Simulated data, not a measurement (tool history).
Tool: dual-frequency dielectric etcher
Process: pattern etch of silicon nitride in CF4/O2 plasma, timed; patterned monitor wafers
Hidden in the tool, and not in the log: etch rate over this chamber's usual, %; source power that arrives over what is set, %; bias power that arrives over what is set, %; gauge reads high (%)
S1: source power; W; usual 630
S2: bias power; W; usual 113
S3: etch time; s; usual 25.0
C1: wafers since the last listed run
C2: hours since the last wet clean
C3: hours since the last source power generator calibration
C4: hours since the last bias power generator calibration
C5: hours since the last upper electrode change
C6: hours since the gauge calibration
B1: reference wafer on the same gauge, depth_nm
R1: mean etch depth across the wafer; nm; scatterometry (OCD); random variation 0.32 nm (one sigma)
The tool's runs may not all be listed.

run 1 hour=0.0 | S1=630 S2=113 S3=25.0 | C1=0 C2=456.0 C3=2497.7 C4=1754.2 C5=1237.4 C6=60.0 | B1=49.2 | R1=53.1
run 2 hour=103.6 | S1=630 S2=113 S3=25.0 | C1=2320 C2=559.6 C3=2601.3 C4=1857.8 C5=1341.0 C6=163.6 | B1=49.1 | R1=53.2
-- hour=192.6 wet clean of the chamber
run 3 hour=203.4 | S1=680 S2=113 S3=27.5 | C1=1697 C2=10.8 C3=2701.1 C4=1957.6 C5=1440.8 C6=263.4 | B1=49.1 | R1=66.2
run 4 hour=271.8 | S1=680 S2=113 S3=27.5 | C1=1532 C2=79.2 C3=2769.5 C4=2026.0 C5=1509.2 C6=331.8 | B1=49.1 | R1=65.8
run 5 hour=355.3 | S1=630 S2=113 S3=25.0 | C1=1870 C2=162.7 C3=2853.0 C4=2109.5 C5=1592.7 C6=415.3 | B1=49.0 | R1=54.1
run 6 hour=511.1 | S1=630 S2=113 S3=25.0 | C1=3489 C2=318.5 C3=3008.8 C4=2265.3 C5=1748.5 C6=571.1 | B1=49.0 | R1=53.9
run 7 hour=596.5 | S1=630 S2=113 S3=25.0 | C1=1912 C2=403.9 C3=3094.2 C4=2350.7 C5=1833.9 C6=656.5 | B1=49.0 | R1=53.3
run 8 hour=703.1 | S1=630 S2=113 S3=25.0 | C1=2387 C2=510.5 C3=3200.8 C4=2457.3 C5=1940.5 C6=763.1 | B1=49.2 | R1=53.4
run 9 hour=755.5 | S1=630 S2=113 S3=25.0 | C1=1173 C2=562.9 C3=3253.2 C4=2509.7 C5=1992.9 C6=815.5 | B1=49.1 | R1=52.5
-- hour=805.7 source power generator calibrated
-- hour=821.0 wet clean of the chamber
run 10 hour=821.5 | S1=630 S2=93 S3=25.0 | C1=1046 C2=0.5 C3=15.8 C4=2575.7 C5=2058.9 C6=881.5 | B1=49.1 | R1=50.8
run 11 hour=853.5 | S1=630 S2=113 S3=25.0 | C1=716 C2=32.5 C3=47.8 C4=2607.7 C5=2090.9 C6=913.5 | B1=49.2 | R1=55.2
run 12 hour=893.8 | S1=630 S2=113 S3=25.0 | C1=902 C2=72.8 C3=88.1 C4=2648.0 C5=2131.2 C6=953.8 | B1=49.1 | R1=54.8
-- hour=998.3 upper electrode replaced, of another model than before
run 13 hour=998.8 | S1=630 S2=113 S3=25.0 | C1=1814 C2=177.8 C3=193.1 C4=2753.0 C5=0.5 C6=1058.8 | B1=49.1 | R1=54.2
run 14 hour=1060.4 | S1=630 S2=113 S3=25.0 | C1=1379 C2=239.4 C3=254.7 C4=2814.6 C5=62.1 C6=1120.4 | B1=49.1 | R1=54.0
run 15 hour=1126.6 | S1=630 S2=137 S3=25.0 | C1=1482 C2=305.6 C3=320.9 C4=2880.8 C5=128.3 C6=1186.6 | B1=49.0 | R1=56.9
-- hour=1169.3 gauge calibrated
run 16 hour=1221.9 | S1=760 S2=133 S3=19.5 | C1=2134 C2=400.9 C3=416.2 C4=2976.1 C5=223.6 C6=52.6 | B1=49.0 | R1=58.3
-- hour=1309.3 bias power generator calibrated
-- hour=1396.9 wet clean of the chamber
run 17 hour=1461.9 | S1=630 S2=125 S3=25.0 | C1=4748 C2=65.0 C3=656.2 C4=152.6 C5=463.6 C6=292.6 | B1=49.1 | R1=56.5
run 18 hour=1500.2 | S1=730 S2=113 S3=25.0 | C1=857 C2=103.3 C3=694.5 C4=190.9 C5=501.9 C6=330.9 | B1=49.2 | R1=69.4
run 19 hour=1582.0 | S1=630 S2=104 S3=25.0 | C1=1832 C2=185.1 C3=776.3 C4=272.7 C5=583.7 C6=412.7 | B1=49.1 | R1=53.3
run 20 hour=1720.6 | S1=700 S2=138 S3=29.5 | C1=3104 C2=323.7 C3=914.9 C4=411.3 C5=722.3 C6=551.3 | B1=49.2 | R1=81.3
run 21 hour=1799.8 | S1=630 S2=113 S3=25.0 | C1=1774 C2=402.9 C3=994.1 C4=490.5 C5=801.5 C6=630.5 | B1=49.1 | R1=53.7
run 22 hour=1868.9 | S1=700 S2=101 S3=27.0 | C1=1547 C2=472.0 C3=1063.2 C4=559.6 C5=870.6 C6=699.6 | B1=49.1 | R1=65.7
-- hour=1953.9 wet clean of the chamber
run 23 hour=1972.1 | S1=630 S2=130 S3=25.0 | C1=1774 C2=18.2 C3=1166.4 C4=662.8 C5=973.8 C6=802.8 | B1=49.0 | R1=58.3
run 24 hour=2039.0 | S1=630 S2=113 S3=25.0 | C1=1498 C2=85.1 C3=1233.3 C4=729.7 C5=1040.7 C6=869.7 | B1=49.2 | R1=55.3
run 25 hour=2143.7 | S1=630 S2=113 S3=25.0 | C1=2345 C2=189.8 C3=1338.0 C4=834.4 C5=1145.4 C6=974.4 | B1=49.1 | R1=54.7

Forecast each of these 5 alternatives for the next run:
run A hour=2144.1 | S1=630 S2=113 S3=25.0 | C1=8 C2=190.2 C3=1338.4 C4=834.8 C5=1145.8 C6=974.8 | B1=? | R1=?
run B hour=2144.1 | S1=730 S2=137 S3=31.0 | C1=8 C2=190.2 C3=1338.4 C4=834.8 C5=1145.8 C6=974.8 | B1=? | R1=?
run C hour=2144.1 | S1=580 S2=113 S3=27.5 | C1=8 C2=190.2 C3=1338.4 C4=834.8 C5=1145.8 C6=974.8 | B1=? | R1=?
run D hour=2144.1 | S1=630 S2=127 S3=32.5 | C1=8 C2=190.2 C3=1338.4 C4=834.8 C5=1145.8 C6=974.8 | B1=? | R1=?
run E hour=2144.1 | S1=780 S2=103 S3=30.5 | C1=8 C2=190.2 C3=1338.4 C4=834.8 C5=1145.8 C6=974.8 | B1=? | R1=?

run=A B1=49.1 R1=54.9
run=B B1=49.1 R1=92.1
run=C B1=49.1 R1=52.1
run=D B1=49.1 R1=74.3
run=E B1=49.1 R1=91.1
Without the tool's hidden state the same runs would have given:
run=A R1=55.5
run=B R1=93.2
run=C R1=52.7
run=D R1=75.1
run=E R1=92.2

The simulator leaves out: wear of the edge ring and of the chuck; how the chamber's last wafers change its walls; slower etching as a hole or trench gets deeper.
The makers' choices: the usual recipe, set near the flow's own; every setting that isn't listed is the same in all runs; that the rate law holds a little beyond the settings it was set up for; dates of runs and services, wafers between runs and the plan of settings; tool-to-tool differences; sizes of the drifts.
